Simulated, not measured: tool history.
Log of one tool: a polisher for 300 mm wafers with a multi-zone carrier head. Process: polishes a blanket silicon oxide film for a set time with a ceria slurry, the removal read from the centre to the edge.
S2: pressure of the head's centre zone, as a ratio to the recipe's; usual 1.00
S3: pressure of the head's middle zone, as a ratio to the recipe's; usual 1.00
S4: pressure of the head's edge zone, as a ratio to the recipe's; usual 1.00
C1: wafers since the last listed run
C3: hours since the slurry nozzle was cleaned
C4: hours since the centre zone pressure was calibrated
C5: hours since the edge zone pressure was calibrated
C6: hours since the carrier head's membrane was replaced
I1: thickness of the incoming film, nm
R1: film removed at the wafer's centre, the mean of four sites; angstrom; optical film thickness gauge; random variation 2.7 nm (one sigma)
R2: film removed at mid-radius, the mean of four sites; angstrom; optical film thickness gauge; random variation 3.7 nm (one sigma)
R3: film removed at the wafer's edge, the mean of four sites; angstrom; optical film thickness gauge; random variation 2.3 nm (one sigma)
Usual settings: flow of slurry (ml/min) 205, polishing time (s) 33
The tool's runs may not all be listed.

run 1 hour=0.0 | flow_of_slurry_(ml/min)=205 S2=1.00 S3=1.00 S4=1.00 polishing_time_(s)=33 | C1=0 wafers_polished_on_this_pad=711 C3=504.0 C4=559.3 C5=1449.2 C6=1132.3 | I1=1539.9 | R1=2454 R2=2430 R3=2465
run 2 hour=31.5 | flow_of_slurry_(ml/min)=205 S2=1.00 S3=1.00 S4=1.00 polishing_time_(s)=33 | C1=233 wafers_polished_on_this_pad=944 C3=535.5 C4=590.8 C5=1480.7 C6=1163.8 | I1=1529.8 | R1=2455 R2=2419 R3=2473
run 3 hour=60.4 | flow_of_slurry_(ml/min)=205 S2=1.00 S3=1.00 S4=1.00 polishing_time_(s)=33 | C1=213 wafers_polished_on_this_pad=1158 C3=564.4 C4=619.7 C5=1509.6 C6=1192.7 | I1=1511.7 | R1=2445 R2=2404 R3=2451
-- hour=77.2 carrier head's membrane replaced by a new one
run 4 hour=80.0 | flow_of_slurry_(ml/min)=205 S2=1.00 S3=1.00 S4=1.00 polishing_time_(s)=41 | C1=108 wafers_polished_on_this_pad=1266 C3=584.0 C4=639.3 C5=1529.2 C6=2.8 | I1=1534.9 | R1=3022 R2=3013 R3=3088
-- hour=85.7 worn pad replaced by a new one
-- hour=100.1 slurry nozzle cleaned
-- hour=104.3 centre zone pressure recalibrated
run 5 hour=108.1 | flow_of_slurry_(ml/min)=205 S2=1.00 S3=1.00 S4=1.00 polishing_time_(s)=41 | C1=156 wafers_polished_on_this_pad=143 C3=8.0 C4=3.8 C5=1557.3 C6=30.9 | I1=1537.9 | R1=3406 R2=3404 R3=3300
run 6 hour=134.8 | flow_of_slurry_(ml/min)=260 S2=1.05 S3=1.00 S4=0.91 polishing_time_(s)=33 | C1=197 wafers_polished_on_this_pad=341 C3=34.7 C4=30.5 C5=1584.0 C6=57.6 | I1=1543.0 | R1=2925 R2=2755 R3=2574
run 7 hour=151.1 | flow_of_slurry_(ml/min)=205 S2=1.00 S3=1.10 S4=1.00 polishing_time_(s)=33 | C1=120 wafers_polished_on_this_pad=461 C3=51.0 C4=46.8 C5=1600.3 C6=73.9 | I1=1541.9 | R1=2700 R2=2843 R3=2622
-- hour=160.7 edge zone pressure recalibrated
run 8 hour=176.8 | flow_of_slurry_(ml/min)=205 S2=1.00 S3=1.12 S4=1.00 polishing_time_(s)=23 | C1=175 wafers_polished_on_this_pad=636 C3=76.7 C4=72.5 C5=16.1 C6=99.6 | I1=1516.4 | R1=1883 R2=1980 R3=1809
run 9 hour=204.4 | flow_of_slurry_(ml/min)=205 S2=0.91 S3=1.00 S4=1.11 polishing_time_(s)=33 | C1=204 wafers_polished_on_this_pad=841 C3=104.3 C4=100.1 C5=43.7 C6=127.2 | I1=1532.6 | R1=2375 R2=2655 R3=2727
run 10 hour=217.4 | flow_of_slurry_(ml/min)=205 S2=1.00 S3=1.00 S4=1.00 polishing_time_(s)=33 | C1=96 wafers_polished_on_this_pad=937 C3=117.3 C4=113.1 C5=56.7 C6=140.2 | I1=1537.9 | R1=2602 R2=2588 R3=2564
run 11 hour=241.9 | flow_of_slurry_(ml/min)=205 S2=1.00 S3=1.00 S4=1.00 polishing_time_(s)=33 | C1=181 wafers_polished_on_this_pad=1118 C3=141.8 C4=137.6 C5=81.2 C6=164.7 | I1=1532.2 | R1=2675 R2=2611 R3=2546
run 12 hour=256.5 | flow_of_slurry_(ml/min)=205 S2=0.96 S3=1.00 S4=1.00 polishing_time_(s)=33 | C1=108 wafers_polished_on_this_pad=1226 C3=156.4 C4=152.2 C5=95.8 C6=179.3 | I1=1533.0 | R1=2534 R2=2520 R3=2565
-- hour=266.9 worn pad replaced by a new one
run 13 hour=289.8 | flow_of_slurry_(ml/min)=205 S2=1.04 S3=1.00 S4=1.00 polishing_time_(s)=29 | C1=216 wafers_polished_on_this_pad=169 C3=189.7 C4=185.5 C5=129.1 C6=212.6 | I1=1534.3 | R1=2386 R2=2296 R3=2214
run 14 hour=320.6 | flow_of_slurry_(ml/min)=175 S2=1.00 S3=1.08 S4=1.00 polishing_time_(s)=28 | C1=227 wafers_polished_on_this_pad=397 C3=220.5 C4=216.3 C5=159.9 C6=243.4 | I1=1544.0 | R1=2074 R2=2200 R3=2083
run 15 hour=335.4 | flow_of_slurry_(ml/min)=205 S2=1.00 S3=0.96 S4=1.09 polishing_time_(s)=33 | C1=109 wafers_polished_on_this_pad=507 C3=235.3 C4=231.1 C5=174.7 C6=258.2 | I1=1551.7 | R1=2542 R2=2442 R3=2610
run 16 hour=361.6 | flow_of_slurry_(ml/min)=265 S2=0.96 S3=0.88 S4=1.00 polishing_time_(s)=33 | C1=193 wafers_polished_on_this_pad=700 C3=261.5 C4=257.3 C5=200.9 C6=284.4 | I1=1530.6 | R1=2589 R2=2481 R3=2576

The next listed run, before its measurement:
run 17 hour=377.3 | flow_of_slurry_(ml/min)=205 S2=1.00 S3=1.00 S4=1.00 polishing_time_(s)=33 | C1=116 wafers_polished_on_this_pad=817 C3=277.2 C4=273.0 C5=216.6 C6=300.1 | I1=1505.9 | R1=? R2=? R3=?

Run 17 gave R1 2556 angstrom, R2 2522 angstrom, R3 2551 angstrom.
Without the tool's hidden state the same run would have given R1 2770 angstrom, R2 2708 angstrom, R3 2686 angstrom.

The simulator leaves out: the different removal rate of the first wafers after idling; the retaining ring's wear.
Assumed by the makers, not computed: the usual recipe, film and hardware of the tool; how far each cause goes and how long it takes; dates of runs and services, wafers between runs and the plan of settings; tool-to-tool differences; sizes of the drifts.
